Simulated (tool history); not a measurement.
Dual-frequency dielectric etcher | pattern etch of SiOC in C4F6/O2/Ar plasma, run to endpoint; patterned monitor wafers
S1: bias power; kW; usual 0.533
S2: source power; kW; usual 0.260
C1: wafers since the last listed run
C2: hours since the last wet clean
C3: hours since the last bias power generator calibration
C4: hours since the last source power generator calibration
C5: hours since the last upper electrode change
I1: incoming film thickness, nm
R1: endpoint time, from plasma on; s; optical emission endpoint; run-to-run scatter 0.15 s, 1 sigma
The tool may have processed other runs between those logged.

run,hour,S1,S2,C1,C2,C3,C4,C5,I1,R1
1,0.0,0.533,0.260,0,253.4,1427.3,2706.2,2132.9,45.29,17.5
2,14.8,0.533,0.260,139,268.2,1442.1,2721.0,2147.7,45.45,17.8
3,23.4,0.533,0.260,81,276.8,1450.7,2729.6,2156.3,44.82,17.3
4,36.2,0.533,0.260,120,289.6,1463.5,2742.4,2169.1,45.82,17.4
5,51.8,0.533,0.260,147,305.2,1479.1,2758.0,2184.7,45.26,17.4
6,57.9,0.618,0.270,57,311.3,1485.2,2764.1,2190.8,45.78,16.5
7,71.9,0.618,0.270,132,325.3,1499.2,2778.1,2204.8,45.72,16.4
8,88.3,0.618,0.270,154,341.7,1515.6,2794.5,2221.2,45.61,16.3
9,97.1,0.533,0.260,83,350.5,1524.4,2803.3,2230.0,45.74,17.3
10,113.8,0.533,0.260,157,367.2,1541.1,2820.0,2246.7,45.22,17.2
# hour 122.4: source power generator calibrated
11,127.0,0.533,0.260,86,380.4,1554.3,4.6,2259.9,45.30,16.9
12,136.0,0.533,0.260,85,389.4,1563.3,13.6,2268.9,45.59,17.3
13,151.1,0.457,0.260,142,404.5,1578.4,28.7,2284.0,45.44,18.3
# hour 172.4: bias power generator calibrated
# hour 180.2: wet clean of the chamber
14,180.7,0.457,0.260,167,0.5,8.3,58.3,2313.6,45.69,19.5
15,181.0,0.457,0.260,2,0.8,8.6,58.6,2313.9,45.81,19.5
16,183.1,0.497,0.260,19,2.9,10.7,60.7,2316.0,45.25,18.8
17,189.4,0.613,0.260,59,9.2,17.0,67.0,2322.3,45.99,17.7
18,203.4,0.469,0.300,132,23.2,31.0,81.0,2336.3,45.47,18.2
19,218.4,0.441,0.280,141,38.2,46.0,96.0,2351.3,45.42,19.1
20,228.4,0.457,0.260,94,48.2,56.0,106.0,2361.3,45.20,18.9
21,241.7,0.533,0.260,125,61.5,69.3,119.3,2374.6,45.55,18.0
22,259.4,0.457,0.260,167,79.2,87.0,137.0,2392.3,45.64,19.5
23,276.9,0.578,0.260,165,96.7,104.5,154.5,2409.8,45.04,17.2
# hour 306.7: upper electrode replaced
24,307.2,0.613,0.260,59,127.0,134.8,184.8,0.5,45.68,17.1
25,307.5,0.644,0.290,2,127.3,135.1,185.1,0.8,45.04,16.0
26,324.6,0.457,0.260,161,144.4,152.2,202.2,17.9,45.41,19.0
27,335.1,0.475,0.260,99,154.9,162.7,212.7,28.4,45.65,18.9
28,341.9,0.445,0.220,64,161.7,169.5,219.5,35.2,45.52,20.3
29,354.1,0.456,0.260,115,173.9,181.7,231.7,47.4,45.12,18.7
30,365.1,0.533,0.260,103,184.9,192.7,242.7,58.4,45.40,17.9
31,373.5,0.533,0.230,79,193.3,201.1,251.1,66.8,45.06,18.9
32,390.1,0.644,0.290,156,209.9,217.7,267.7,83.4,45.34,16.0
33,404.5,0.464,0.310,136,224.3,232.1,282.1,97.8,45.75,17.7

Forecast each of these 5 alternatives for the next run:
A,404.9,0.533,0.260,3,224.7,232.5,282.5,98.2,45.94,?
B,404.9,0.401,0.260,3,224.7,232.5,282.5,98.2,45.94,?
C,404.9,0.444,0.240,3,224.7,232.5,282.5,98.2,45.94,?
D,404.9,0.625,0.210,3,224.7,232.5,282.5,98.2,45.94,?
E,404.9,0.445,0.280,3,224.7,232.5,282.5,98.2,45.94,?

run,R1
A,18.1
B,20.2
C,20.0
D,18.3
E,18.9
The same runs, with their run-to-run variation unchanged, on a tool lacking any hidden condition would have given:
run,R1
A,18.5
B,20.7
C,20.5
D,18.7
E,19.3
